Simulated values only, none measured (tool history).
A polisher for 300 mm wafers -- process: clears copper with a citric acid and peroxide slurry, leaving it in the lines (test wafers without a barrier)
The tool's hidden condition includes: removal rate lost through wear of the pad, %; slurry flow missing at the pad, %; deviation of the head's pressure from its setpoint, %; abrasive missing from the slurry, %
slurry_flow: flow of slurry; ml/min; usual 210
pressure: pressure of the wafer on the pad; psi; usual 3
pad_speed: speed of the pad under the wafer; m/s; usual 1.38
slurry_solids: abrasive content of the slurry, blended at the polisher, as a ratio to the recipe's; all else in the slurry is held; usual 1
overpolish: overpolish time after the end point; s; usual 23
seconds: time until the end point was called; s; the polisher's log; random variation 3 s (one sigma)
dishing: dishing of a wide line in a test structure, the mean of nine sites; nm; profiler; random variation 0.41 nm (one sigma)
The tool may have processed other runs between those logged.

run	hour	slurry_flow	pressure	pad_speed	slurry_solids	overpolish	wafers since the last listed run	wafers polished on this pad	hours since the slurry nozzle was cleaned	hours since the head pressure was calibrated	hours since the slurry blender was calibrated	incoming thickness of the incoming film, nm	seconds	dishing
1	0	210	2.4	1.38	1	23	0	202	90.9	382.3	283.4	405.8	210.6	19.1
2	16.2	210	2.4	1.38	1	23	87	289	107.1	398.5	299.6	409.6	222	18
3	23.7	210	2.4	1.38	1	23	40	330	114.6	406	307.1	417.1	223.6	18.5
4	31.1	210	3	1.62	1	23	39	370	122	413.4	314.5	410.8	149.4	21.4
5	45.5	210	3	1.62	1	23	77	448	136.4	427.8	328.9	412.4	155.7	21.2
# hour 63.6: worn pad replaced by a new one
6	64.1	210	3	1.38	0.85	23	78	2	155	446.4	347.5	409.3	191.4	20.1
7	75.1	210	3	1.38	1	23	59	62	166	457.4	358.5	419.1	181.2	21.2
8	89	210	3	1.38	1	23	75	137	179.9	471.3	372.4	410	181.4	20.2
# hour 93.8: head pressure recalibrated
# hour 101.1: slurry blender recalibrated
9	101.6	210	3	1.38	1	23	46	183	192.5	7.8	0.5	407.3	174.3	20
10	107.6	210	3	1.38	1	23	32	216	198.5	13.8	6.5	406.9	184.6	20
11	122	145	3	1.38	1	27	77	294	212.9	28.2	20.9	408.5	200.4	20.9
12	133.3	170	3	1.18	0.85	23	61	355	224.2	39.5	32.2	414.7	247.2	18.5
13	143.6	210	3	1.38	1	23	55	410	234.5	49.8	42.5	406.1	184	19.6
# hour 168.1: worn pad replaced by a new one
# hour 170.7: slurry nozzle cleaned
14	171.6	165	3	1.14	0.85	18	124	13	0.9	77.8	70.5	409.4	230.1	16.4
15	182.8	275	3	1.38	1	23	60	73	12.1	89	81.7	412.2	169.4	20.7
16	193.3	160	2.6	1.16	1	18	56	130	22.6	99.5	92.2	416.6	254	15.5
17	200.9	210	2.4	1.38	1	11	41	171	30.2	107.1	99.8	417.2	218.8	12.7
18	217.6	210	3	1.38	1.15	23	90	262	46.9	123.8	116.5	412.7	166.7	20.8

Forecast each of these 3 alternatives for the next run:
A	218.1	210	3.8	1.38	1	23	2	264	47.4	124.3	117	403.5	?	?
B	218.1	210	3.9	1.38	1	23	2	264	47.4	124.3	117	403.5	?	?
C	218.1	210	3.8	1.38	1	37	2	264	47.4	124.3	117	403.5	?	?

run	seconds	dishing
A	135.8	22
B	132.3	22.2
C	135.8	23.7
What these runs would have given with no unlogged condition in the tool:
run	seconds	dishing
A	134.2	22.1
B	130.8	22.2
C	134.2	23.7

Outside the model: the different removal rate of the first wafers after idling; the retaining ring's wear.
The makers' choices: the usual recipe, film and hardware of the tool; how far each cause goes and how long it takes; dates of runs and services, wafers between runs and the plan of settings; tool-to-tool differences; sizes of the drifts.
